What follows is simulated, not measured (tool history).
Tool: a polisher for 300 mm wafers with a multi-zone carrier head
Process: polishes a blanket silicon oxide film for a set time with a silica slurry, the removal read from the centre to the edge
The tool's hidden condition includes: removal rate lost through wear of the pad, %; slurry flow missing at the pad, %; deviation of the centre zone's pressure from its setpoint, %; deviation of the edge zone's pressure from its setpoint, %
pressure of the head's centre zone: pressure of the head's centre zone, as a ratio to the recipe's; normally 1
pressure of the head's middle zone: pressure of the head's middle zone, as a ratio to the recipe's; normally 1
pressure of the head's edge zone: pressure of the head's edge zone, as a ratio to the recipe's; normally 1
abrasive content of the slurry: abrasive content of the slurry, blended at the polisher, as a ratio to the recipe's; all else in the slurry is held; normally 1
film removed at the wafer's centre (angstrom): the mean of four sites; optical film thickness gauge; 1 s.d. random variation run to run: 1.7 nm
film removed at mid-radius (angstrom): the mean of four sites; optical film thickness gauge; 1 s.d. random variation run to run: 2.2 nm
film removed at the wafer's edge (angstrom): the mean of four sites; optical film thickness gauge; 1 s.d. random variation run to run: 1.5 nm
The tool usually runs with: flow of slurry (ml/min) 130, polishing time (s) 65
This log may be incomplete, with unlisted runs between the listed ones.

run     day  flow of slurry (ml/min)  pressure of the head's centre zone  pressure of the head's middle zone  pressure of the head's edge zone  abrasive content of the slurry  polishing time (s)  wafers since the last listed run  wafers polished on this pad  hours since the slurry nozzle was cleaned  hours since the centre zone pressure was calibrated  hours since the edge zone pressure was calibrated  hours since the carrier head's membrane was replaced  incoming thickness of the incoming film, nm  film removed at the wafer's centre (angstrom)  film removed at mid-radius (angstrom)  film removed at the wafer's edge (angstrom)
  1       0                      130                                   1                                   1                                 1                               1                  65                                 0                          195                                       29.2                                                335.7                                             1127.6                                                1285.9                                        805.6                                           1733                                   1722                                         1713
  2   1.717                      130                                   1                                   1                                 1                               1                  65                               588                          784                                       70.4                                                376.9                                             1168.8                                                1327.1                                          795                                           1737                                   1728                                         1684
  3     2.4                      130                                   1                                1.07                                 1                               1                  57                               234                         1018                                       86.8                                                393.3                                             1185.2                                                1343.5                                        787.8                                           1467                                   1591                                         1461
  4   3.038                      130                                   1                                1.07                                 1                               1                  57                               218                         1237                                      102.1                                                408.6                                             1200.5                                                1358.8                                        792.8                                           1427                                   1547                                         1429
      3.583  -- worn pad replaced by a new one
  5   3.604                      130                                   1                                1.07                                 1                               1                  57                               137                            7                                      115.7                                                422.2                                             1214.1                                                1372.4                                        805.3                                           1490                                   1587                                         1481
  6   3.812                      130                                   1                                   1                                 1                               1                  65                                71                           78                                      120.7                                                427.2                                             1219.1                                                1377.4                                        783.5                                           1732                                   1748                                         1692
      4.204  -- edge zone pressure recalibrated
  7   4.217                      130                                   1                                   1                                 1                               1                  65                               110                          188                                      130.4                                                436.9                                                0.3                                                1387.1                                        796.4                                           1708                                   1762                                         1721
  8   4.692                      130                                   1                                   1                                 1                               1                  65                               162                          351                                      141.8                                                448.3                                               11.7                                                1398.5                                        797.6                                           1706                                   1708                                         1712
  9   4.975                      130                                   1                                   1                                 1                               1                  65                                97                          449                                      148.6                                                455.1                                               18.5                                                1405.3                                          783                                           1701                                   1756                                         1713
 10   5.396                      130                                   1                                   1                                 1                               1                  65                               144                          593                                      158.7                                                465.2                                               28.6                                                1415.4                                        791.5                                           1672                                   1686                                         1674
 11   6.033                      130                                   1                                   1                                 1                               1                  65                               218                          812                                        174                                                480.5                                               43.9                                                1430.7                                        802.8                                           1664                                   1714                                         1670
 12   6.479                      130                                   1                                   1                                 1                            1.15                  65                               152                          965                                      184.7                                                491.2                                               54.6                                                1441.4                                        793.3                                           1705                                   1717                                         1749
       7.15  -- carrier head's membrane replaced by a new one
 13   7.171                      130                                0.94                                   1                                 1                               1                  65                               165                         1130                                      201.3                                                507.8                                               71.2                                                   0.5                                        784.4                                           1536                                   1654                                         1604
 14   7.354                      130                                   1                                1.04                                 1                               1                  58                                62                         1193                                      205.7                                                512.2                                               75.6                                                   4.9                                        778.5                                           1428                                   1520                                         1453
      7.638  -- slurry nozzle cleaned
 15   7.658                      130                                   1                                   1                               1.1                               1                  65                                90                         1283                                        0.5                                                519.5                                               82.9                                                  12.2                                          800                                           1670                                   1698                                         1717
      7.892  -- worn pad replaced by a new one
 16   8.233                      155                                   1                                   1                              1.05                             0.7                  65                               140                          117                                       14.3                                                533.3                                               96.7                                                    26                                          777                                           1627                                   1639                                         1581
 17   8.921                      130                                1.04                                   1                                 1                               1                  74                               235                          353                                       30.8                                                549.8                                              113.2                                                  42.5                                        790.5                                           1999                                   1978                                         1965
 18   9.454                      130                                   1                                   1                                 1                               1                  65                               182                          536                                       43.6                                                562.6                                                126                                                  55.3                                        797.9                                           1722                                   1734                                         1726
      9.558  -- centre zone pressure recalibrated
 19   9.983                      130                                1.04                                   1                                 1                               1                  65                               152                          689                                       56.3                                                 10.2                                              138.7                                                    68                                        785.2                                           1756                                   1731                                         1686
 20  12.179                      130                                   1                                   1                                 1                               1                  65                               753                         1442                                        109                                                 62.9                                              191.4                                                 120.7                                        778.4                                           1616                                   1634                                         1592

Run-by-run hidden state of the tool:
deviation of the centre zone's pressure from its setpoint, %: 0 across all the runs
deviation of the edge zone's pressure from its setpoint, %: 0 across all the runs
H1: removal rate lost through wear of the pad, %
H2: slurry flow missing at the pad, %
run     H1    H2
  1  0.308  2.17
  2   1.95   4.9
  3   3.16  5.98
  4   4.56  6.99
  5  0.167  7.89
  6  0.184  8.22
  7  0.301  8.87
  8  0.579  9.62
  9  0.817  10.1
 10   1.27  10.7
 11   2.18  11.7
 12   2.98  12.5
 13   4.48  13.6
 14   4.93  13.8
 15   5.73   1.8
 16  0.223  2.71
 17  0.539   3.8
 18      1  4.65
 19   1.65  5.49
 20   6.35  8.97
